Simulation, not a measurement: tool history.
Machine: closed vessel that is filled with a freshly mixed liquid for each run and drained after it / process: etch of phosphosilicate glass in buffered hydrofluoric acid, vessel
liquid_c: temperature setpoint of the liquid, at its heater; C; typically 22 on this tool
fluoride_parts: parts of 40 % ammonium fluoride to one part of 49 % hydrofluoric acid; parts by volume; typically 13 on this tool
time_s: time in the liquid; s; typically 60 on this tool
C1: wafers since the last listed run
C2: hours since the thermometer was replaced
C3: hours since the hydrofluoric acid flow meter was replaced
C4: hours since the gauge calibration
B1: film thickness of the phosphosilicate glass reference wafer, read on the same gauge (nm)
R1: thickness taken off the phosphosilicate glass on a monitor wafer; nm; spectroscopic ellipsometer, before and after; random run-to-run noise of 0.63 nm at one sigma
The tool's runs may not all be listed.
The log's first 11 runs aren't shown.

{"run": 12, "hour": 570.8, "liquid_c": 22, "fluoride_parts": 13, "time_s": 60, "C1": 4646, "C2": 1295.4, "C3": 852.3, "C4": 1090.8, "B1": 100, "R1": 113.04}
{"run": 13, "hour": 613.6, "liquid_c": 25, "fluoride_parts": 14.5, "time_s": 60, "C1": 3314, "C2": 1338.2, "C3": 895.1, "C4": 1133.6, "B1": 99.97, "R1": 119.05}
{"hour": 663.8, "done": "gauge calibrated"}
{"run": 14, "hour": 822.1, "liquid_c": 22, "fluoride_parts": 13, "time_s": 60, "C1": 16145, "C2": 1546.7, "C3": 1103.6, "C4": 158.3, "B1": 100.02, "R1": 111.79}
{"hour": 842.1, "done": "hydrofluoric acid flow meter replaced"}
{"run": 15, "hour": 860.1, "liquid_c": 23.5, "fluoride_parts": 16.5, "time_s": 60, "C1": 2865, "C2": 1584.7, "C3": 18, "C4": 196.3, "B1": 99.96, "R1": 96.11}
{"run": 16, "hour": 906.0, "liquid_c": 22, "fluoride_parts": 13, "time_s": 60, "C1": 3554, "C2": 1630.6, "C3": 63.9, "C4": 242.2, "B1": 100.01, "R1": 111.65}
{"run": 17, "hour": 972.6, "liquid_c": 22, "fluoride_parts": 13, "time_s": 60, "C1": 5157, "C2": 1697.2, "C3": 130.5, "C4": 308.8, "B1": 100.02, "R1": 112.26}
{"run": 18, "hour": 1012.8, "liquid_c": 20, "fluoride_parts": 9, "time_s": 70, "C1": 3112, "C2": 1737.4, "C3": 170.7, "C4": 349, "B1": 99.99, "R1": 160.08}
{"run": 19, "hour": 1131.3, "liquid_c": 22, "fluoride_parts": 13, "time_s": 60, "C1": 9175, "C2": 1855.9, "C3": 289.2, "C4": 467.5, "B1": 100, "R1": 110.62}
{"run": 20, "hour": 1201.6, "liquid_c": 19, "fluoride_parts": 9, "time_s": 30, "C1": 5443, "C2": 1926.2, "C3": 359.5, "C4": 537.8, "B1": 99.99, "R1": 64.59}
{"hour": 1265.6, "done": "thermometer replaced"}
{"run": 21, "hour": 1269.9, "liquid_c": 18.5, "fluoride_parts": 10, "time_s": 30, "C1": 5211, "C2": 4.3, "C3": 427.8, "C4": 606.1, "B1": 100, "R1": 62.44}
{"run": 22, "hour": 1305.2, "liquid_c": 25.5, "fluoride_parts": 8, "time_s": 80, "C1": 2733, "C2": 39.6, "C3": 463.1, "C4": 641.4, "B1": 99.98, "R1": 298.25}
{"run": 23, "hour": 1372.9, "liquid_c": 26.5, "fluoride_parts": 18, "time_s": 60, "C1": 5242, "C2": 107.3, "C3": 530.8, "C4": 709.1, "B1": 100, "R1": 108.54}
{"run": 24, "hour": 1408.2, "liquid_c": 17.5, "fluoride_parts": 10.5, "time_s": 90, "C1": 2733, "C2": 142.6, "C3": 566.1, "C4": 744.4, "B1": 99.95, "R1": 170.04}
{"run": 25, "hour": 1468.6, "liquid_c": 22, "fluoride_parts": 13, "time_s": 60, "C1": 4677, "C2": 203, "C3": 626.5, "C4": 804.8, "B1": 100.02, "R1": 117.25}
{"run": 26, "hour": 1536.2, "liquid_c": 26.5, "fluoride_parts": 16.5, "time_s": 60, "C1": 5234, "C2": 270.6, "C3": 694.1, "C4": 872.4, "B1": 100.02, "R1": 118.69}
{"run": 27, "hour": 1583.0, "liquid_c": 25.5, "fluoride_parts": 16.5, "time_s": 75, "C1": 3623, "C2": 317.4, "C3": 740.9, "C4": 919.2, "B1": 100.01, "R1": 139.47}
{"run": 28, "hour": 1611.6, "liquid_c": 17.5, "fluoride_parts": 15, "time_s": 45, "C1": 2214, "C2": 346, "C3": 769.5, "C4": 947.8, "B1": 100, "R1": 58.56}
{"run": 29, "hour": 1681.4, "liquid_c": 17.5, "fluoride_parts": 17, "time_s": 70, "C1": 5404, "C2": 415.8, "C3": 839.3, "C4": 1017.6, "B1": 100, "R1": 81.08}
{"run": 30, "hour": 1737.5, "liquid_c": 23.5, "fluoride_parts": 13, "time_s": 60, "C1": 4344, "C2": 471.9, "C3": 895.4, "C4": 1073.7, "B1": 99.98, "R1": 126.75}
{"run": 31, "hour": 1818.9, "liquid_c": 23.5, "fluoride_parts": 15, "time_s": 90, "C1": 6303, "C2": 553.3, "C3": 976.8, "C4": 1155.1, "B1": 99.98, "R1": 162.27}
{"run": 32, "hour": 1880.0, "liquid_c": 22, "fluoride_parts": 13, "time_s": 60, "C1": 4731, "C2": 614.4, "C3": 1037.9, "C4": 1216.2, "B1": 100, "R1": 115.56}

4 options for the next run, each taken on its own from the tool as it stands now. Forecast them:
{"run": "A", "hour": 1880.7, "liquid_c": 22, "fluoride_parts": 13, "time_s": 60, "C1": 54, "C2": 615.1, "C3": 1038.6, "C4": 1216.9, "B1": "?", "R1": "?"}
{"run": "B", "hour": 1880.7, "liquid_c": 22, "fluoride_parts": 13, "time_s": 85, "C1": 54, "C2": 615.1, "C3": 1038.6, "C4": 1216.9, "B1": "?", "R1": "?"}
{"run": "C", "hour": 1880.7, "liquid_c": 18.5, "fluoride_parts": 8.5, "time_s": 75, "C1": 54, "C2": 615.1, "C3": 1038.6, "C4": 1216.9, "B1": "?", "R1": "?"}
{"run": "D", "hour": 1880.7, "liquid_c": 22, "fluoride_parts": 16, "time_s": 30, "C1": 54, "C2": 615.1, "C3": 1038.6, "C4": 1216.9, "B1": "?", "R1": "?"}

run=A B1=100.01 R1=116.17
run=B B1=100.01 R1=164.57
run=C B1=100.01 R1=175.35
run=D B1=100.01 R1=47.37
Stripped of hidden state, with their random variation kept, the same runs would have yielded:
run=A R1=118.51
run=B R1=167.89
run=C R1=178.96
run=D R1=48.32
